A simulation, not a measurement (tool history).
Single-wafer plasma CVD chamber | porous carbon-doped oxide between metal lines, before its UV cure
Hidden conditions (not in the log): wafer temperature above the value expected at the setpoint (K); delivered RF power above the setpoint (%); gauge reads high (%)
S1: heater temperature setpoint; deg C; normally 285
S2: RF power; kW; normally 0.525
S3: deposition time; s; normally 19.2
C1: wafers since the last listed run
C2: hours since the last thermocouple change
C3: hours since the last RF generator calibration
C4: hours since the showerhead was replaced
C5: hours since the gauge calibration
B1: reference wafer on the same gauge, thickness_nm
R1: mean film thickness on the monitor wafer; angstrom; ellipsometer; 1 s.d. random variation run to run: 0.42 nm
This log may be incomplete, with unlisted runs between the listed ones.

| run | hour | S1 | S2 | S3 | C1 | C2 | C3 | C4 | C5 | B1 | R1 |
|---|---|---|---|---|---|---|---|---|---|---|---|
| 1 | 0.0 | 285 | 0.525 | 19.2 | 0 | 135.2 | 211.6 | 6643.2 | 1872.2 | 124.887 | 1117.29 |
| 2 | 99.5 | 285 | 0.525 | 19.2 | 4197 | 234.7 | 311.1 | 6742.7 | 1971.7 | 125.110 | 1105.68 |
| 3 | 140.1 | 285 | 0.525 | 19.2 | 1712 | 275.3 | 351.7 | 6783.3 | 2012.3 | 125.024 | 1114.83 |
| 4 | 177.3 | 285 | 0.525 | 19.2 | 1569 | 312.5 | 388.9 | 6820.5 | 2049.5 | 125.041 | 1111.73 |
| 5 | 266.7 | 285 | 0.525 | 20.8 | 3771 | 401.9 | 478.3 | 6909.9 | 2138.9 | 124.926 | 1199.69 |
| 6 | 359.1 | 285 | 0.525 | 20.8 | 3897 | 494.3 | 570.7 | 7002.3 | 2231.3 | 124.991 | 1201.99 |
| 7 | 424.9 | 285 | 0.525 | 19.2 | 2775 | 560.1 | 636.5 | 7068.1 | 2297.1 | 125.091 | 1119.10 |
| 8 | 496.0 | 285 | 0.525 | 19.2 | 2999 | 631.2 | 707.6 | 7139.2 | 2368.2 | 124.925 | 1110.32 |
| 9 | 557.6 | 285 | 0.525 | 19.2 | 2598 | 692.8 | 769.2 | 7200.8 | 2429.8 | 125.105 | 1109.65 |
| 10 | 662.1 | 285 | 0.525 | 19.2 | 4408 | 797.3 | 873.7 | 7305.3 | 2534.3 | 125.054 | 1107.52 |
|  | 689.4 | RF generator calibrated |
| 11 | 728.6 | 285 | 0.525 | 19.2 | 2467 | 863.8 | 39.2 | 7371.8 | 2600.8 | 125.083 | 1114.08 |
| 12 | 784.7 | 285 | 0.525 | 19.2 | 2366 | 919.9 | 95.3 | 7427.9 | 2656.9 | 124.886 | 1113.55 |
|  | 835.1 | thermocouple changed; heater temperature recalibrated |
|  | 861.9 | showerhead replaced |
| 13 | 885.9 | 285 | 0.435 | 19.2 | 3594 | 50.8 | 196.5 | 24.0 | 2758.1 | 124.881 | 1017.60 |
| 14 | 927.4 | 270 | 0.455 | 15.9 | 1750 | 92.3 | 238.0 | 65.5 | 2799.6 | 125.046 | 944.55 |
| 15 | 973.1 | 285 | 0.525 | 15.5 | 1927 | 138.0 | 283.7 | 111.2 | 2845.3 | 125.197 | 905.73 |
| 16 | 1009.6 | 295 | 0.565 | 16.5 | 1539 | 174.5 | 320.2 | 147.7 | 2881.8 | 124.770 | 938.83 |
| 17 | 1182.6 | 285 | 0.525 | 17.3 | 7297 | 347.5 | 493.2 | 320.7 | 3054.8 | 124.902 | 1007.32 |

What will run 18 give?
| 18 | 1231.9 | 289 | 0.575 | 22.2 | 2079 | 396.8 | 542.5 | 370.0 | 3104.1 | ? | ? |

B1: 125.126
R1: 1307.57 angstrom
If the tool had no hidden condition, the same run with the same run-to-run variation would have returned R1 1307.57 angstrom.
